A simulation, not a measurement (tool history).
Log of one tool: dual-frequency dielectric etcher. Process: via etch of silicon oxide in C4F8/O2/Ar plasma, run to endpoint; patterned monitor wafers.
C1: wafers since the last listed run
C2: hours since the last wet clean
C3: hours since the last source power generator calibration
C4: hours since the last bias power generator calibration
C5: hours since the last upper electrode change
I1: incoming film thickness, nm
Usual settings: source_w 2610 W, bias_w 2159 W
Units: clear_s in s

run 1 hour=0.0 | source_w=2610 bias_w=2159 | C1=0 C2=326.6 C3=4326.8 C4=1849.1 C5=3746.3 | I1=1518.9 | clear_s=283.3
run 2 hour=44.0 | source_w=2470 bias_w=2159 | C1=205 C2=370.6 C3=4370.8 C4=1893.1 C5=3790.3 | I1=1524.0 | clear_s=291.6
run 3 hour=82.0 | source_w=2610 bias_w=2323 | C1=177 C2=408.6 C3=4408.8 C4=1931.1 C5=3828.3 | I1=1540.3 | clear_s=281.7
run 4 hour=172.2 | source_w=2610 bias_w=2323 | C1=420 C2=498.8 C3=4499.0 C4=2021.3 C5=3918.5 | I1=1536.8 | clear_s=283.1
run 5 hour=276.0 | source_w=2610 bias_w=2159 | C1=484 C2=602.6 C3=4602.8 C4=2125.1 C5=4022.3 | I1=1537.1 | clear_s=294.2
-- hour=355.3 wet clean of the chamber
run 6 hour=557.9 | source_w=2610 bias_w=2159 | C1=1203 C2=202.6 C3=4884.7 C4=2407.0 C5=4304.2 | I1=1520.3 | clear_s=281.7
run 7 hour=600.2 | source_w=2610 bias_w=2159 | C1=197 C2=244.9 C3=4927.0 C4=2449.3 C5=4346.5 | I1=1537.1 | clear_s=285.3
run 8 hour=656.0 | source_w=2610 bias_w=2159 | C1=260 C2=300.7 C3=4982.8 C4=2505.1 C5=4402.3 | I1=1536.8 | clear_s=285.0
run 9 hour=761.9 | source_w=2610 bias_w=2159 | C1=494 C2=406.6 C3=5088.7 C4=2611.0 C5=4508.2 | I1=1525.7 | clear_s=287.2
run 10 hour=835.8 | source_w=2310 bias_w=2159 | C1=344 C2=480.5 C3=5162.6 C4=2684.9 C5=4582.1 | I1=1517.0 | clear_s=301.3
run 11 hour=921.2 | source_w=2310 bias_w=2159 | C1=398 C2=565.9 C3=5248.0 C4=2770.3 C5=4667.5 | I1=1544.3 | clear_s=309.4
-- hour=976.7 wet clean of the chamber
run 12 hour=1023.1 | source_w=2310 bias_w=2159 | C1=363 C2=46.4 C3=5349.9 C4=2872.2 C5=4769.4 | I1=1527.0 | clear_s=292.3
-- hour=1248.4 source power generator calibrated
-- hour=1325.1 upper electrode replaced
run 13 hour=1332.9 | source_w=2610 bias_w=2159 | C1=1314 C2=356.2 C3=84.5 C4=3182.0 C5=7.8 | I1=1526.2 | clear_s=284.8
run 14 hour=1400.3 | source_w=2610 bias_w=2159 | C1=314 C2=423.6 C3=151.9 C4=3249.4 C5=75.2 | I1=1544.4 | clear_s=289.9
run 15 hour=1496.4 | source_w=2610 bias_w=2159 | C1=448 C2=519.7 C3=248.0 C4=3345.5 C5=171.3 | I1=1525.9 | clear_s=287.5
run 16 hour=1541.8 | source_w=2610 bias_w=2159 | C1=211 C2=565.1 C3=293.4 C4=3390.9 C5=216.7 | I1=1533.3 | clear_s=289.9
run 17 hour=1644.4 | source_w=2610 bias_w=2159 | C1=478 C2=667.7 C3=396.0 C4=3493.5 C5=319.3 | I1=1518.2 | clear_s=290.4
run 18 hour=1697.0 | source_w=2610 bias_w=2159 | C1=245 C2=720.3 C3=448.6 C4=3546.1 C5=371.9 | I1=1517.4 | clear_s=292.3
-- hour=1731.5 wet clean of the chamber
run 19 hour=1765.2 | source_w=2080 bias_w=2309 | C1=206 C2=33.7 C3=516.8 C4=3614.3 C5=440.1 | I1=1545.8 | clear_s=306.7
run 20 hour=1836.3 | source_w=2060 bias_w=2520 | C1=331 C2=104.8 C3=587.9 C4=3685.4 C5=511.2 | I1=1529.3 | clear_s=301.3
run 21 hour=1892.0 | source_w=3100 bias_w=2159 | C1=259 C2=160.5 C3=643.6 C4=3741.1 C5=566.9 | I1=1525.0 | clear_s=262.4
run 22 hour=1944.4 | source_w=2610 bias_w=2159 | C1=244 C2=212.9 C3=696.0 C4=3793.5 C5=619.3 | I1=1522.4 | clear_s=283.8
run 23 hour=1991.7 | source_w=2020 bias_w=2648 | C1=220 C2=260.2 C3=743.3 C4=3840.8 C5=666.6 | I1=1532.1 | clear_s=303.1
run 24 hour=2086.9 | source_w=3220 bias_w=2349 | C1=444 C2=355.4 C3=838.5 C4=3936.0 C5=761.8 | I1=1516.3 | clear_s=253.8
run 25 hour=2194.5 | source_w=2610 bias_w=2159 | C1=502 C2=463.0 C3=946.1 C4=4043.6 C5=869.4 | I1=1542.1 | clear_s=292.4
-- hour=2276.1 bias power generator calibrated
run 26 hour=2298.2 | source_w=2610 bias_w=2159 | C1=465 C2=566.7 C3=1049.8 C4=22.1 C5=973.1 | I1=1535.3 | clear_s=294.1
run 27 hour=2350.6 | source_w=2610 bias_w=2159 | C1=244 C2=619.1 C3=1102.2 C4=74.5 C5=1025.5 | I1=1525.1 | clear_s=294.0
-- hour=2452.7 wet clean of the chamber
run 28 hour=2581.1 | source_w=2610 bias_w=2159 | C1=963 C2=128.4 C3=1332.7 C4=305.0 C5=1256.0 | I1=1516.0 | clear_s=277.3
run 29 hour=2681.3 | source_w=3080 bias_w=2404 | C1=467 C2=228.6 C3=1432.9 C4=405.2 C5=1356.2 | I1=1529.1 | clear_s=257.0
run 30 hour=2746.3 | source_w=2440 bias_w=2544 | C1=303 C2=293.6 C3=1497.9 C4=470.2 C5=1421.2 | I1=1532.6 | clear_s=284.1
run 31 hour=2869.0 | source_w=2910 bias_w=2667 | C1=572 C2=416.3 C3=1620.6 C4=592.9 C5=1543.9 | I1=1529.7 | clear_s=260.6
run 32 hour=2969.5 | source_w=2610 bias_w=2645 | C1=468 C2=516.8 C3=1721.1 C4=693.4 C5=1644.4 | I1=1535.1 | clear_s=277.1
run 33 hour=3030.5 | source_w=2610 bias_w=1925 | C1=284 C2=577.8 C3=1782.1 C4=754.4 C5=1705.4 | I1=1526.8 | clear_s=297.5
run 34 hour=3129.3 | source_w=3100 bias_w=1960 | C1=461 C2=676.6 C3=1880.9 C4=853.2 C5=1804.2 | I1=1531.8 | clear_s=277.9

Forecast each of these 5 alternatives for the next run:
run A hour=3129.8 | source_w=2610 bias_w=2503 | C1=2 C2=677.1 C3=1881.4 C4=853.7 C5=1804.7 | I1=1531.8 | clear_s=?
run B hour=3129.8 | source_w=2320 bias_w=1993 | C1=2 C2=677.1 C3=1881.4 C4=853.7 C5=1804.7 | I1=1531.8 | clear_s=?
run C hour=3129.8 | source_w=2020 bias_w=2487 | C1=2 C2=677.1 C3=1881.4 C4=853.7 C5=1804.7 | I1=1531.8 | clear_s=?
run D hour=3129.8 | source_w=3160 bias_w=2656 | C1=2 C2=677.1 C3=1881.4 C4=853.7 C5=1804.7 | I1=1531.8 | clear_s=?
run E hour=3129.8 | source_w=3260 bias_w=1897 | C1=2 C2=677.1 C3=1881.4 C4=853.7 C5=1804.7 | I1=1531.8 | clear_s=?

run=A clear_s=282.7
run=B clear_s=314.8
run=C clear_s=318.2
run=D clear_s=256.0
run=E clear_s=273.1
Without the tool's hidden state the same runs would have given:
run=A clear_s=266.8
run=B clear_s=297.1
run=C clear_s=300.3
run=D clear_s=241.6
run=E clear_s=257.7

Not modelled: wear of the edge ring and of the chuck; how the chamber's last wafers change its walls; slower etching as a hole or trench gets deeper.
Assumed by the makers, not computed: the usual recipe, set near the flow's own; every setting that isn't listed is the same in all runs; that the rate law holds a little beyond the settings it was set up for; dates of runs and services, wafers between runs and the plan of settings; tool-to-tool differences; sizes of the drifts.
